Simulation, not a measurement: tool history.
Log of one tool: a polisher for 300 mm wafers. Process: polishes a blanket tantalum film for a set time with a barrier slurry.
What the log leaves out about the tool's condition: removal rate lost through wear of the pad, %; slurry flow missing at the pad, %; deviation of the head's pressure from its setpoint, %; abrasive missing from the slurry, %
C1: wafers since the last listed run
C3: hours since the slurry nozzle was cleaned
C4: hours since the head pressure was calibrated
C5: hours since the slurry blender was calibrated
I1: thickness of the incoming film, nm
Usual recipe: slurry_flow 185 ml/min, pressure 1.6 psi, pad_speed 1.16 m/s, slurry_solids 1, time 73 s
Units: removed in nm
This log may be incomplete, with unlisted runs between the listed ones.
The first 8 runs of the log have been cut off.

{"run": 9, "hour": 129.2, "slurry_flow": 185, "pressure": 1.6, "pad_speed": 1.16, "slurry_solids": 1, "time": 73, "C1": 109, "wafers polished on this pad": 237, "C3": 32.3, "C4": 515.5, "C5": 95.3, "I1": 330.8, "removed": 113.8}
{"run": 10, "hour": 145.3, "slurry_flow": 185, "pressure": 1.6, "pad_speed": 1.16, "slurry_solids": 1, "time": 73, "C1": 108, "wafers polished on this pad": 346, "C3": 48.4, "C4": 531.6, "C5": 111.4, "I1": 330.3, "removed": 118.8}
{"run": 11, "hour": 151.5, "slurry_flow": 145, "pressure": 2.1, "pad_speed": 1, "slurry_solids": 1, "time": 83, "C1": 41, "wafers polished on this pad": 387, "C3": 54.6, "C4": 537.8, "C5": 117.6, "I1": 336.8, "removed": 154}
{"run": 12, "hour": 163.0, "slurry_flow": 185, "pressure": 1.6, "pad_speed": 1.16, "slurry_solids": 0.75, "time": 73, "C1": 77, "wafers polished on this pad": 465, "C3": 66.1, "C4": 549.3, "C5": 129.1, "I1": 329.7, "removed": 107.3}
{"run": 13, "hour": 180.1, "slurry_flow": 185, "pressure": 1.6, "pad_speed": 1.16, "slurry_solids": 1, "time": 73, "C1": 115, "wafers polished on this pad": 580, "C3": 83.2, "C4": 566.4, "C5": 146.2, "I1": 334.4, "removed": 113.8}
{"run": 14, "hour": 188.1, "slurry_flow": 185, "pressure": 1.6, "pad_speed": 0.82, "slurry_solids": 1, "time": 73, "C1": 53, "wafers polished on this pad": 634, "C3": 91.2, "C4": 574.4, "C5": 154.2, "I1": 331.2, "removed": 97.3}
{"run": 15, "hour": 200.6, "slurry_flow": 240, "pressure": 1, "pad_speed": 1.3, "slurry_solids": 1.1, "time": 73, "C1": 84, "wafers polished on this pad": 718, "C3": 103.7, "C4": 586.9, "C5": 166.7, "I1": 325.8, "removed": 81.9}
{"run": 16, "hour": 217.5, "slurry_flow": 185, "pressure": 1.6, "pad_speed": 1.16, "slurry_solids": 1, "time": 73, "C1": 113, "wafers polished on this pad": 831, "C3": 120.6, "C4": 603.8, "C5": 183.6, "I1": 332.7, "removed": 114.1}
{"hour": 224.3, "done": "slurry blender recalibrated"}
{"run": 17, "hour": 231.3, "slurry_flow": 245, "pressure": 1.2, "pad_speed": 1.16, "slurry_solids": 1, "time": 73, "C1": 79, "wafers polished on this pad": 911, "C3": 134.4, "C4": 617.6, "C5": 7, "I1": 333.3, "removed": 94}
{"run": 18, "hour": 240.8, "slurry_flow": 185, "pressure": 1.6, "pad_speed": 1.16, "slurry_solids": 1, "time": 73, "C1": 63, "wafers polished on this pad": 975, "C3": 143.9, "C4": 627.1, "C5": 16.5, "I1": 330.5, "removed": 120.3}
{"run": 19, "hour": 255.3, "slurry_flow": 215, "pressure": 1.2, "pad_speed": 1.16, "slurry_solids": 0.85, "time": 98, "C1": 97, "wafers polished on this pad": 1072, "C3": 158.4, "C4": 641.6, "C5": 31, "I1": 336.6, "removed": 119}
{"hour": 261.1, "done": "worn pad replaced by a new one"}
{"run": 20, "hour": 268.8, "slurry_flow": 185, "pressure": 1.6, "pad_speed": 1.16, "slurry_solids": 1, "time": 73, "C1": 63, "wafers polished on this pad": 51, "C3": 171.9, "C4": 655.1, "C5": 44.5, "I1": 328.3, "removed": 118.9}
{"hour": 287.7, "done": "head pressure recalibrated"}
{"run": 21, "hour": 288.2, "slurry_flow": 185, "pressure": 1.6, "pad_speed": 1.16, "slurry_solids": 1, "time": 91, "C1": 117, "wafers polished on this pad": 168, "C3": 191.3, "C4": 0.5, "C5": 63.9, "I1": 333.9, "removed": 145.4}
{"run": 22, "hour": 296.0, "slurry_flow": 140, "pressure": 1.4, "pad_speed": 1.16, "slurry_solids": 1, "time": 73, "C1": 52, "wafers polished on this pad": 221, "C3": 199.1, "C4": 8.3, "C5": 71.7, "I1": 329.6, "removed": 99.3}
{"run": 23, "hour": 302.3, "slurry_flow": 185, "pressure": 1.6, "pad_speed": 1.16, "slurry_solids": 0.9, "time": 73, "C1": 42, "wafers polished on this pad": 263, "C3": 205.4, "C4": 14.6, "C5": 78, "I1": 330.6, "removed": 116.1}
{"run": 24, "hour": 324.2, "slurry_flow": 145, "pressure": 2.1, "pad_speed": 1.42, "slurry_solids": 1, "time": 73, "C1": 147, "wafers polished on this pad": 411, "C3": 227.3, "C4": 36.5, "C5": 99.9, "I1": 333.2, "removed": 165.8}
{"run": 25, "hour": 330.8, "slurry_flow": 130, "pressure": 1.9, "pad_speed": 1.16, "slurry_solids": 0.9, "time": 65, "C1": 44, "wafers polished on this pad": 455, "C3": 233.9, "C4": 43.1, "C5": 106.5, "I1": 332.2, "removed": 112.6}
{"run": 26, "hour": 337.7, "slurry_flow": 225, "pressure": 1.3, "pad_speed": 1.16, "slurry_solids": 1, "time": 96, "C1": 46, "wafers polished on this pad": 501, "C3": 240.8, "C4": 50, "C5": 113.4, "I1": 331, "removed": 125.6}
{"run": 27, "hour": 346.6, "slurry_flow": 125, "pressure": 1.6, "pad_speed": 1.16, "slurry_solids": 1, "time": 92, "C1": 59, "wafers polished on this pad": 561, "C3": 249.7, "C4": 58.9, "C5": 122.3, "I1": 333.3, "removed": 135.1}
{"run": 28, "hour": 363.5, "slurry_flow": 185, "pressure": 1.6, "pad_speed": 1.16, "slurry_solids": 1, "time": 73, "C1": 113, "wafers polished on this pad": 675, "C3": 266.6, "C4": 75.8, "C5": 139.2, "I1": 327.8, "removed": 116.3}
{"run": 29, "hour": 376.8, "slurry_flow": 185, "pressure": 1.6, "pad_speed": 1.28, "slurry_solids": 1.25, "time": 73, "C1": 89, "wafers polished on this pad": 764, "C3": 279.9, "C4": 89.1, "C5": 152.5, "I1": 331.3, "removed": 130.8}
{"run": 30, "hour": 390.5, "slurry_flow": 205, "pressure": 1.6, "pad_speed": 1.16, "slurry_solids": 0.8, "time": 73, "C1": 92, "wafers polished on this pad": 857, "C3": 293.6, "C4": 102.8, "C5": 166.2, "I1": 327.4, "removed": 108.8}

What if the next run were any one of these 5? Each begins from the tool's condition after run 30:
{"run": "A", "hour": 390.9, "slurry_flow": 185, "pressure": 1.6, "pad_speed": 1.16, "slurry_solids": 1, "time": 73, "C1": 2, "wafers polished on this pad": 859, "C3": 294, "C4": 103.2, "C5": 166.6, "I1": 328.7, "removed": "?"}
{"run": "B", "hour": 390.9, "slurry_flow": 235, "pressure": 1.2, "pad_speed": 1.16, "slurry_solids": 0.75, "time": 59, "C1": 2, "wafers polished on this pad": 859, "C3": 294, "C4": 103.2, "C5": 166.6, "I1": 328.7, "removed": "?"}
{"run": "C", "hour": 390.9, "slurry_flow": 185, "pressure": 1, "pad_speed": 1.16, "slurry_solids": 1, "time": 73, "C1": 2, "wafers polished on this pad": 859, "C3": 294, "C4": 103.2, "C5": 166.6, "I1": 328.7, "removed": "?"}
{"run": "D", "hour": 390.9, "slurry_flow": 185, "pressure": 1.2, "pad_speed": 1.16, "slurry_solids": 1, "time": 85, "C1": 2, "wafers polished on this pad": 859, "C3": 294, "C4": 103.2, "C5": 166.6, "I1": 328.7, "removed": "?"}
{"run": "E", "hour": 390.9, "slurry_flow": 165, "pressure": 1.3, "pad_speed": 1.16, "slurry_solids": 1, "time": 73, "C1": 2, "wafers polished on this pad": 859, "C3": 294, "C4": 103.2, "C5": 166.6, "I1": 328.7, "removed": "?"}

run=A removed=114.2
run=B removed=64.9
run=C removed=71.4
run=D removed=99.8
run=E removed=91
The same runs, with their run-to-run variation unchanged, on a tool lacking any hidden condition would have given:
run=A removed=120.2
run=B removed=69
run=C removed=75.1
run=D removed=105
run=E removed=95.8

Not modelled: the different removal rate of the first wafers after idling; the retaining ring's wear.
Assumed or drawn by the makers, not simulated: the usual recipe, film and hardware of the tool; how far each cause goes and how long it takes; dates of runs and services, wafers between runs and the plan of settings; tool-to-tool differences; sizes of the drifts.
